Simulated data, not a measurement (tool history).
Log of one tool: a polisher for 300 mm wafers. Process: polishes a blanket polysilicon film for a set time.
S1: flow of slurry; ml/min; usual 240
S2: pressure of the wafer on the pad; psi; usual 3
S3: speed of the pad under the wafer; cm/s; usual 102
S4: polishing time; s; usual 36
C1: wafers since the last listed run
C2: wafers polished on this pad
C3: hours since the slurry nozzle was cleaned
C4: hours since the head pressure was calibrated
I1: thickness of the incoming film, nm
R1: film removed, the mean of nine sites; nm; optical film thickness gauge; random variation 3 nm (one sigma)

Run 1, hour 0: usual settings but S4 30 s; C1 0; C2 619; C3 84.4; C4 783.7; I1 2339.5. Result: R1 261.3 nm.
Run 2, hour 10.9: usual settings but S4 30 s; C1 121; C2 740; C3 95.3; C4 794.6; I1 2366.2. Result: R1 258.7 nm.
Run 3, hour 17.1: usual settings; C1 68; C2 809; C3 101.5; C4 800.8; I1 2391.2. Result: R1 309.8 nm.
Run 4, hour 24: usual settings; C1 76; C2 885; C3 108.4; C4 807.7; I1 2377.1. Result: R1 312.5 nm.
Run 5, hour 34.3: usual settings; C1 114; C2 1000; C3 118.7; C4 818; I1 2357.7. Result: R1 311.4 nm.
Run 6, hour 41.1: usual settings but S3 86 cm/s; C1 75; C2 1075; C3 125.5; C4 824.8; I1 2366.1. Result: R1 263.1 nm.
Run 7, hour 57.3: usual settings but S3 86 cm/s; C1 180; C2 1255; C3 141.7; C4 841; I1 2385.6. Result: R1 264.3 nm.
At hour 70: worn pad replaced by a new one.
Run 8, hour 70.5: usual settings but S1 260 ml/min, S3 82 cm/s; C1 102; C2 6; C3 154.9; C4 854.2; I1 2400.1. Result: R1 252.5 nm.
Run 9, hour 83.8: usual settings but S1 260 ml/min, S3 82 cm/s; C1 147; C2 153; C3 168.2; C4 867.5; I1 2380.6. Result: R1 250.9 nm.
Run 10, hour 94.7: usual settings but S3 76 cm/s; C1 121; C2 274; C3 179.1; C4 878.4; I1 2378.6. Result: R1 233.8 nm.
Run 11, hour 117.4: usual settings but S3 76 cm/s; C1 252; C2 527; C3 201.8; C4 901.1; I1 2370.4. Result: R1 233.9 nm.
Run 12, hour 134: usual settings but S2 3.5 psi; C1 184; C2 711; C3 218.4; C4 917.7; I1 2371.1. Result: R1 360.9 nm.
Run 13, hour 151.2: usual settings but S1 275 ml/min; C1 191; C2 902; C3 235.6; C4 934.9; I1 2325.3. Result: R1 314 nm.
Run 14, hour 168.5: usual settings; C1 192; C2 1095; C3 252.9; C4 952.2; I1 2355.3. Result: R1 312.1 nm.
At hour 183.2: worn pad replaced by a new one.
Run 15, hour 183.7: usual settings but S1 300 ml/min, S2 3.7 psi, S3 68 cm/s, S4 39 s; C1 124; C2 5; C3 268.1; C4 967.4; I1 2394.2. Result: R1 281.3 nm.
Run 16, hour 193.5: usual settings; C1 108; C2 114; C3 277.9; C4 977.2; I1 2337.1. Result: R1 310.9 nm.
Run 17, hour 208.7: usual settings but S1 270 ml/min; C1 168; C2 283; C3 293.1; C4 992.4; I1 2333.6. Result: R1 315 nm.
At hour 216.3: head pressure recalibrated.
Run 18, hour 216.8: usual settings but S1 195 ml/min, S3 124 cm/s, S4 25 s; C1 67; C2 351; C3 301.2; C4 0.5; I1 2385.6. Result: R1 257 nm.
Run 19, hour 228.5: usual settings but S1 265 ml/min, S2 3.7 psi, S3 70 cm/s; C1 130; C2 481; C3 312.9; C4 12.2; I1 2403.1. Result: R1 265.8 nm.
Run 20, hour 238.7: usual settings but S3 112 cm/s; C1 113; C2 594; C3 323.1; C4 22.4; I1 2378.5. Result: R1 343.8 nm.
Run 21, hour 256: usual settings but S1 155 ml/min, S2 3.9 psi, S3 118 cm/s; C1 192; C2 787; C3 340.4; C4 39.7; I1 2366.5. Result: R1 436.5 nm.
Run 22, hour 270.5: usual settings but S2 2 psi, S4 32 s; C1 161; C2 948; C3 354.9; C4 54.2; I1 2364.9. Result: R1 183.9 nm.
Run 23, hour 281.2: usual settings but S1 200 ml/min, S3 70 cm/s; C1 118; C2 1067; C3 365.6; C4 64.9; I1 2366.1. Result: R1 207.1 nm.
Run 24, hour 294.2: usual settings but S1 195 ml/min, S3 124 cm/s, S4 25 s; C1 144; C2 1211; C3 378.6; C4 77.9; I1 2362.8. Result: R1 252.5 nm.
Run 25, hour 308: usual settings but S1 170 ml/min, S2 3.9 psi, S4 49 s; C1 153; C2 1364; C3 392.4; C4 91.7; I1 2381.3. Result: R1 518.5 nm.
At hour 319.5: slurry nozzle cleaned.
At hour 327.1: worn pad replaced by a new one.
Run 26, hour 349: usual settings; C1 400; C2 243; C3 29.5; C4 132.7; I1 2329. Result: R1 311.3 nm.
Run 27, hour 363.4: usual settings but S2 2.7 psi, S3 128 cm/s; C1 160; C2 403; C3 43.9; C4 147.1; I1 2321. Result: R1 344 nm.
Run 28, hour 376: usual settings but S1 155 ml/min, S2 3.9 psi, S3 118 cm/s; C1 140; C2 543; C3 56.5; C4 159.7; I1 2349. Result: R1 432.3 nm.
Run 29, hour 382.2: usual settings but S3 72 cm/s; C1 68; C2 612; C3 62.7; C4 165.9; I1 2374.1. Result: R1 218.5 nm.
Run 30, hour 391.8: usual settings; C1 106; C2 719; C3 72.3; C4 175.5; I1 2385.4. Result: R1 312.2 nm.
Run 31, hour 406.7: usual settings but S1 315 ml/min, S2 2.2 psi, S3 122 cm/s; C1 165; C2 885; C3 87.2; C4 190.4; I1 2383.7. Result: R1 276 nm.
Run 32, hour 422.8: usual settings but S1 300 ml/min, S2 2.3 psi, S3 66 cm/s, S4 46 s; C1 178; C2 1063; C3 103.3; C4 206.5; I1 2339.1. Result: R1 203.4 nm.
Run 33, hour 466: usual settings; C1 480; C2 1544; C3 146.5; C4 249.7; I1 2367.5. Result: R1 313.5 nm.
At hour 474.9: worn pad replaced by a new one.
Run 34, hour 475.4: usual settings but S1 290 ml/min, S3 84 cm/s, S4 31 s; C1 60; C2 5; C3 155.9; C4 259.1; I1 2399.3. Result: R1 225.5 nm.
Run 35, hour 489.1: usual settings but S4 48 s; C1 152; C2 157; C3 169.6; C4 272.8; I1 2376.9. Result: R1 417.5 nm.
Run 36, hour 501.8: usual settings but S1 280 ml/min, S4 47 s; C1 141; C2 299; C3 182.3; C4 285.5; I1 2373.3. Result: R1 419.8 nm.
Run 37, hour 508.1: usual settings but S1 215 ml/min, S2 2.6 psi; C1 70; C2 369; C3 188.6; C4 291.8; I1 2360.4. Result: R1 261.5 nm.

Forecast each of these 4 alternatives for the next run:
Run A, hour 508.5: usual settings but S2 2.4 psi; C1 4; C2 373; C3 189; C4 292.2; I1 2338.7. Result: R1 ?.
Run B, hour 508.5: usual settings but S2 3.4 psi; C1 4; C2 373; C3 189; C4 292.2; I1 2338.7. Result: R1 ?.
Run C, hour 508.5: usual settings but S3 122 cm/s; C1 4; C2 373; C3 189; C4 292.2; I1 2338.7. Result: R1 ?.
Run D, hour 508.5: usual settings but S2 3.5 psi, S3 70 cm/s, S4 45 s; C1 4; C2 373; C3 189; C4 292.2; I1 2338.7. Result: R1 ?.

run     R1
  A  248.4
  B  351.9
  C  371.3
  D  310.7
Without the tool's hidden state the same runs would have given:
run     R1
  A  248.4
  B  351.9
  C  371.3
  D  310.7
